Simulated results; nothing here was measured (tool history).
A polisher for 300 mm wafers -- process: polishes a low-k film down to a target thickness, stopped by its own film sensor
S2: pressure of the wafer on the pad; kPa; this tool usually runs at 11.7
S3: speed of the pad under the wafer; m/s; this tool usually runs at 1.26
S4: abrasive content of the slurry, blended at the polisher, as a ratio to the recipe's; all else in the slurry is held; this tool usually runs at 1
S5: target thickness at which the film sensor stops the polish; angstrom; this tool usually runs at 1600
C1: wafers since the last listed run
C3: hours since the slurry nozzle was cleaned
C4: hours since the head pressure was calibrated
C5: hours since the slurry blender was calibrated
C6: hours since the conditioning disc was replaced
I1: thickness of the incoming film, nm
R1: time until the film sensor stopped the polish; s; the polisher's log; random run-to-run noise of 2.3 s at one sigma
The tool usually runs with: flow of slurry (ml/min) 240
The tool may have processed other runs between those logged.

{"run": 1, "day": 0.0, "flow of slurry (ml/min)": 240, "S2": 10.3, "S3": 1.26, "S4": 1, "S5": 1700, "C1": 0, "wafers polished on this pad": 617, "C3": 786.4, "C4": 444, "C5": 98.1, "C6": 219.1, "I1": 218.8, "R1": 137.8}
{"run": 2, "day": 1.188, "flow of slurry (ml/min)": 240, "S2": 11.7, "S3": 1.26, "S4": 1, "S5": 1600, "C1": 204, "wafers polished on this pad": 821, "C3": 814.9, "C4": 472.5, "C5": 126.6, "C6": 247.6, "I1": 218.1, "R1": 158.3}
{"run": 3, "day": 2.171, "flow of slurry (ml/min)": 240, "S2": 11.7, "S3": 1.26, "S4": 1, "S5": 1600, "C1": 169, "wafers polished on this pad": 990, "C3": 838.5, "C4": 496.1, "C5": 150.2, "C6": 271.2, "I1": 222.2, "R1": 172.9}
{"run": 4, "day": 2.867, "flow of slurry (ml/min)": 240, "S2": 11.7, "S3": 1.26, "S4": 1.2, "S5": 1600, "C1": 119, "wafers polished on this pad": 1110, "C3": 855.2, "C4": 512.8, "C5": 166.9, "C6": 287.9, "I1": 219, "R1": 157.6}
{"day": 3.379, "done": "worn pad replaced by a new one"}
{"run": 5, "day": 3.583, "flow of slurry (ml/min)": 240, "S2": 11.7, "S3": 1.26, "S4": 1, "S5": 1600, "C1": 94, "wafers polished on this pad": 35, "C3": 872.4, "C4": 530, "C5": 184.1, "C6": 305.1, "I1": 219.2, "R1": 148.8}
{"day": 3.988, "done": "head pressure recalibrated"}
{"run": 6, "day": 4.129, "flow of slurry (ml/min)": 240, "S2": 11.7, "S3": 1.26, "S4": 1, "S5": 1600, "C1": 79, "wafers polished on this pad": 114, "C3": 885.5, "C4": 3.4, "C5": 197.2, "C6": 318.2, "I1": 224.3, "R1": 165.7}
{"day": 4.817, "done": "slurry nozzle cleaned"}
{"run": 7, "day": 4.838, "flow of slurry (ml/min)": 240, "S2": 11.7, "S3": 1.26, "S4": 1, "S5": 1600, "C1": 114, "wafers polished on this pad": 229, "C3": 0.5, "C4": 20.4, "C5": 214.2, "C6": 335.2, "I1": 222.5, "R1": 160.1}
{"run": 8, "day": 5.388, "flow of slurry (ml/min)": 240, "S2": 11.7, "S3": 1.26, "S4": 1, "S5": 1600, "C1": 94, "wafers polished on this pad": 324, "C3": 13.7, "C4": 33.6, "C5": 227.4, "C6": 348.4, "I1": 221.3, "R1": 165.6}
{"run": 9, "day": 6.721, "flow of slurry (ml/min)": 240, "S2": 9.7, "S3": 1.68, "S4": 0.8, "S5": 1600, "C1": 229, "wafers polished on this pad": 553, "C3": 45.7, "C4": 65.6, "C5": 259.4, "C6": 380.4, "I1": 220.3, "R1": 172.6}
{"day": 7.383, "done": "conditioning disc replaced and pad reconditioned"}
{"run": 10, "day": 8.162, "flow of slurry (ml/min)": 315, "S2": 11.7, "S3": 1.26, "S4": 1, "S5": 1600, "C1": 233, "wafers polished on this pad": 787, "C3": 80.3, "C4": 100.2, "C5": 294, "C6": 18.7, "I1": 219.3, "R1": 138.8}
{"run": 11, "day": 9.262, "flow of slurry (ml/min)": 290, "S2": 11.7, "S3": 1.02, "S4": 1, "S5": 1600, "C1": 189, "wafers polished on this pad": 977, "C3": 106.7, "C4": 126.6, "C5": 320.4, "C6": 45.1, "I1": 219.1, "R1": 177.4}
{"day": 9.638, "done": "worn pad replaced by a new one"}
{"run": 12, "day": 9.833, "flow of slurry (ml/min)": 240, "S2": 11.7, "S3": 1.52, "S4": 1, "S5": 1540, "C1": 69, "wafers polished on this pad": 33, "C3": 120.4, "C4": 140.3, "C5": 334.1, "C6": 58.8, "I1": 218.5, "R1": 131.2}
{"day": 10.462, "done": "slurry blender recalibrated"}
{"run": 13, "day": 10.679, "flow of slurry (ml/min)": 240, "S2": 11.7, "S3": 1.26, "S4": 1, "S5": 1600, "C1": 131, "wafers polished on this pad": 165, "C3": 140.7, "C4": 160.6, "C5": 5.2, "C6": 79.1, "I1": 222.1, "R1": 144.1}
{"run": 14, "day": 11.533, "flow of slurry (ml/min)": 240, "S2": 11.7, "S3": 1.7, "S4": 1, "S5": 1600, "C1": 147, "wafers polished on this pad": 312, "C3": 161.2, "C4": 181.1, "C5": 25.7, "C6": 99.6, "I1": 217.7, "R1": 115.1}
{"run": 15, "day": 12.617, "flow of slurry (ml/min)": 195, "S2": 11.7, "S3": 0.96, "S4": 1.25, "S5": 1520, "C1": 186, "wafers polished on this pad": 498, "C3": 187.2, "C4": 207.1, "C5": 51.7, "C6": 125.6, "I1": 217.5, "R1": 186.4}
{"run": 16, "day": 14.138, "flow of slurry (ml/min)": 315, "S2": 11.7, "S3": 1.26, "S4": 0.75, "S5": 1600, "C1": 261, "wafers polished on this pad": 760, "C3": 223.7, "C4": 243.6, "C5": 88.2, "C6": 162.1, "I1": 224, "R1": 181.9}
{"run": 17, "day": 15.588, "flow of slurry (ml/min)": 185, "S2": 11.7, "S3": 1.26, "S4": 1.3, "S5": 1600, "C1": 249, "wafers polished on this pad": 1010, "C3": 258.5, "C4": 278.4, "C5": 123, "C6": 196.9, "I1": 220.4, "R1": 153.8}
{"day": 16.642, "done": "worn pad replaced by a new one"}
{"run": 18, "day": 16.867, "flow of slurry (ml/min)": 285, "S2": 11.7, "S3": 1.1, "S4": 1.25, "S5": 1450, "C1": 191, "wafers polished on this pad": 38, "C3": 289.2, "C4": 309.1, "C5": 153.7, "C6": 227.6, "I1": 220.3, "R1": 183}
{"run": 19, "day": 17.621, "flow of slurry (ml/min)": 270, "S2": 11.7, "S3": 1, "S4": 1.15, "S5": 1430, "C1": 129, "wafers polished on this pad": 168, "C3": 307.3, "C4": 327.2, "C5": 171.8, "C6": 245.7, "I1": 223.3, "R1": 228.2}
{"run": 20, "day": 18.612, "flow of slurry (ml/min)": 240, "S2": 11.7, "S3": 1.26, "S4": 1, "S5": 1600, "C1": 170, "wafers polished on this pad": 339, "C3": 331.1, "C4": 351, "C5": 195.6, "C6": 269.5, "I1": 218.7, "R1": 149}
{"run": 21, "day": 19.429, "flow of slurry (ml/min)": 240, "S2": 11.7, "S3": 1.26, "S4": 1.3, "S5": 1600, "C1": 140, "wafers polished on this pad": 479, "C3": 350.7, "C4": 370.6, "C5": 215.2, "C6": 289.1, "I1": 220.6, "R1": 144}
{"run": 22, "day": 20.379, "flow of slurry (ml/min)": 240, "S2": 11.7, "S3": 1.26, "S4": 1, "S5": 1600, "C1": 163, "wafers polished on this pad": 643, "C3": 373.5, "C4": 393.4, "C5": 238, "C6": 311.9, "I1": 223.7, "R1": 167.9}
{"run": 23, "day": 21.304, "flow of slurry (ml/min)": 240, "S2": 11.7, "S3": 1.26, "S4": 1, "S5": 1600, "C1": 159, "wafers polished on this pad": 802, "C3": 395.7, "C4": 415.6, "C5": 260.2, "C6": 334.1, "I1": 215.4, "R1": 155}
{"run": 24, "day": 22.021, "flow of slurry (ml/min)": 240, "S2": 11.7, "S3": 1.26, "S4": 1, "S5": 1430, "C1": 123, "wafers polished on this pad": 926, "C3": 412.9, "C4": 432.8, "C5": 277.4, "C6": 351.3, "I1": 219.7, "R1": 216.8}
{"day": 22.579, "done": "slurry blender recalibrated"}
{"day": 22.904, "done": "worn pad replaced by a new one"}
{"run": 25, "day": 23.446, "flow of slurry (ml/min)": 240, "S2": 11.7, "S3": 1.26, "S4": 1, "S5": 1600, "C1": 202, "wafers polished on this pad": 93, "C3": 447.1, "C4": 467, "C5": 20.8, "C6": 385.5, "I1": 217.1, "R1": 147.8}

Give the tool's hidden conditions for every run:
slurry flow missing at the pad, %: 0 at every run
deviation of the head's pressure from its setpoint, %: 0 at every run
abrasive missing from the slurry, %: 0 at every run
H1: removal rate lost through wear of the pad, %
H2: time polished since the conditioner stopped cutting, s
run=1 H1=6.52 H2=314
run=2 H1=8.59 H2=353
run=3 H1=10.3 H2=385
run=4 H1=11.5 H2=407
run=5 H1=0.776 H2=431
run=6 H1=1.72 H2=449
run=7 H1=2.96 H2=472
run=8 H1=3.91 H2=490
run=9 H1=6.23 H2=533
run=10 H1=8.73 H2=82.3
run=11 H1=10.6 H2=118
run=12 H1=2.68 H2=137
run=13 H1=4.15 H2=164
run=14 H1=5.63 H2=192
run=15 H1=7.52 H2=228
run=16 H1=10.2 H2=277
run=17 H1=12.7 H2=325
run=18 H1=0.595 H2=366
run=19 H1=1.91 H2=391
run=20 H1=3.63 H2=423
run=21 H1=5.05 H2=450
run=22 H1=6.7 H2=481
run=23 H1=8.31 H2=511
run=24 H1=9.55 H2=535
run=25 H1=1.59 H2=581

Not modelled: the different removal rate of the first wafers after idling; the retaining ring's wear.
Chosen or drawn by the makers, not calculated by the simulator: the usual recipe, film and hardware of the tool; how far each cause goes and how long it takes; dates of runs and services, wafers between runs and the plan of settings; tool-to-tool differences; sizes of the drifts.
